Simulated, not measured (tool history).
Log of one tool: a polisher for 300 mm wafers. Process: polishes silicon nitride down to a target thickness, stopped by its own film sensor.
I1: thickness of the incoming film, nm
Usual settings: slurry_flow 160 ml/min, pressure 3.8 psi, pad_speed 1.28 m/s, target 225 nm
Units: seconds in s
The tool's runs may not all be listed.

Run 1, hour 0: usual settings; I1 434.1. Result: seconds 84.8 s.
Run 2, hour 12.1: usual settings; I1 433.6. Result: seconds 83.3 s.
Run 3, hour 39.1: usual settings; I1 432. Result: seconds 82.1 s.
Run 4, hour 63.4: usual settings but slurry_flow 125 ml/min, pressure 4.5 psi; I1 433.4. Result: seconds 73.4 s.
Run 5, hour 96.5: usual settings but slurry_flow 125 ml/min, pressure 4.5 psi; I1 426.3. Result: seconds 70.7 s.
Run 6, hour 120.5: usual settings but pad_speed 1.42 m/s, target 197 nm; I1 431.3. Result: seconds 84.8 s.
Run 7, hour 143.6: usual settings but slurry_flow 190 ml/min; I1 432.4. Result: seconds 79.8 s.
Run 8, hour 161.5: usual settings but slurry_flow 190 ml/min; I1 433.9. Result: seconds 79.5 s.
Run 9, hour 178.7: usual settings but slurry_flow 190 ml/min; I1 424.7. Result: seconds 77 s.
Run 10, hour 210.4: usual settings; I1 426.3. Result: seconds 80.5 s.
Run 11, hour 244: usual settings; I1 429. Result: seconds 81.3 s.
Run 12, hour 264.3: usual settings; I1 438.5. Result: seconds 86.5 s.
Run 13, hour 300: usual settings but slurry_flow 120 ml/min; I1 423.7. Result: seconds 83.4 s.
Run 14, hour 325.6: usual settings but pad_speed 1.5 m/s; I1 429.8. Result: seconds 72.3 s.
Run 15, hour 360.3: usual settings but target 257 nm; I1 428. Result: seconds 67.1 s.
Run 16, hour 382.3: usual settings; I1 438.9. Result: seconds 87.4 s.
Run 17, hour 407.8: usual settings; I1 439.8. Result: seconds 84 s.
Run 18, hour 424.6: usual settings; I1 426.2. Result: seconds 80.4 s.
Run 19, hour 440.5: usual settings but target 295 nm; I1 433.6. Result: seconds 54.7 s.
Run 20, hour 476.2: usual settings; I1 430. Result: seconds 81.5 s.
Run 21, hour 511.4: usual settings but pressure 4.7 psi, pad_speed 1.56 m/s, target 200 nm; I1 434.5. Result: seconds 65 s.
Run 22, hour 603.3: usual settings but pad_speed 1.08 m/s; I1 430. Result: seconds 92.9 s.
Run 23, hour 701.2: usual settings but target 200 nm; I1 430.2. Result: seconds 91.2 s.
Run 24, hour 774.9: usual settings but slurry_flow 185 ml/min, target 249 nm; I1 434.2. Result: seconds 71.7 s.
Run 25, hour 803.1: usual settings but pressure 3.2 psi; I1 433.9. Result: seconds 98.2 s.
Run 26, hour 830.8: usual settings; I1 433.5. Result: seconds 82.3 s.
Run 27, hour 848.4: usual settings but slurry_flow 115 ml/min, pressure 4.6 psi, target 261 nm; I1 430.6. Result: seconds 60 s.
Run 28, hour 870.1: usual settings but slurry_flow 185 ml/min, target 249 nm; I1 433.2. Result: seconds 70.9 s.
Run 29, hour 893.8: usual settings but pressure 2.8 psi, target 168 nm; I1 426.2. Result: seconds 137.7 s.
Run 30, hour 909.8: usual settings but slurry_flow 115 ml/min, target 269 nm; I1 429.5. Result: seconds 68.9 s.
Run 31, hour 940.5: usual settings but slurry_flow 110 ml/min, pad_speed 1.02 m/s; I1 425. Result: seconds 102.6 s.
Run 32, hour 973.1: usual settings but pressure 4.7 psi, target 161 nm; I1 434.8. Result: seconds 87.7 s.
Run 33, hour 1008.8: usual settings but slurry_flow 210 ml/min, pressure 3.1 psi, pad_speed 1.68 m/s, target 178 nm; I1 426.4. Result: seconds 92.9 s.
Run 34, hour 1032.6: usual settings; I1 426. Result: seconds 78.4 s.
Run 35, hour 1060.4: usual settings but target 156 nm; I1 433.4. Result: seconds 111.4 s.
Run 36, hour 1095.6: usual settings but slurry_flow 180 ml/min, pad_speed 0.92 m/s; I1 432. Result: seconds 106.6 s.

Not shown: 7 entries that the log had between the listed runs. Between which runs, and how does the tool's hidden state differ before and after?
Between runs 3 and 4: worn pad replaced by a new one (hour 48.9); slurry nozzle cleaned (hour 61.6)
  no hidden state differs between the two runs
Between runs 14 and 15: worn pad replaced by a new one (hour 338.1)
  no hidden state differs between the two runs
Between runs 20 and 21: head pressure recalibrated (hour 492.7)
  no hidden state differs between the two runs
Between runs 21 and 22: slurry nozzle cleaned (hour 588.3)
  no hidden state differs between the two runs
Between runs 23 and 24: worn pad replaced by a new one (hour 708.1)
  no hidden state differs between the two runs
Between runs 34 and 35: worn pad replaced by a new one (hour 1054.2)
  no hidden state differs between the two runs

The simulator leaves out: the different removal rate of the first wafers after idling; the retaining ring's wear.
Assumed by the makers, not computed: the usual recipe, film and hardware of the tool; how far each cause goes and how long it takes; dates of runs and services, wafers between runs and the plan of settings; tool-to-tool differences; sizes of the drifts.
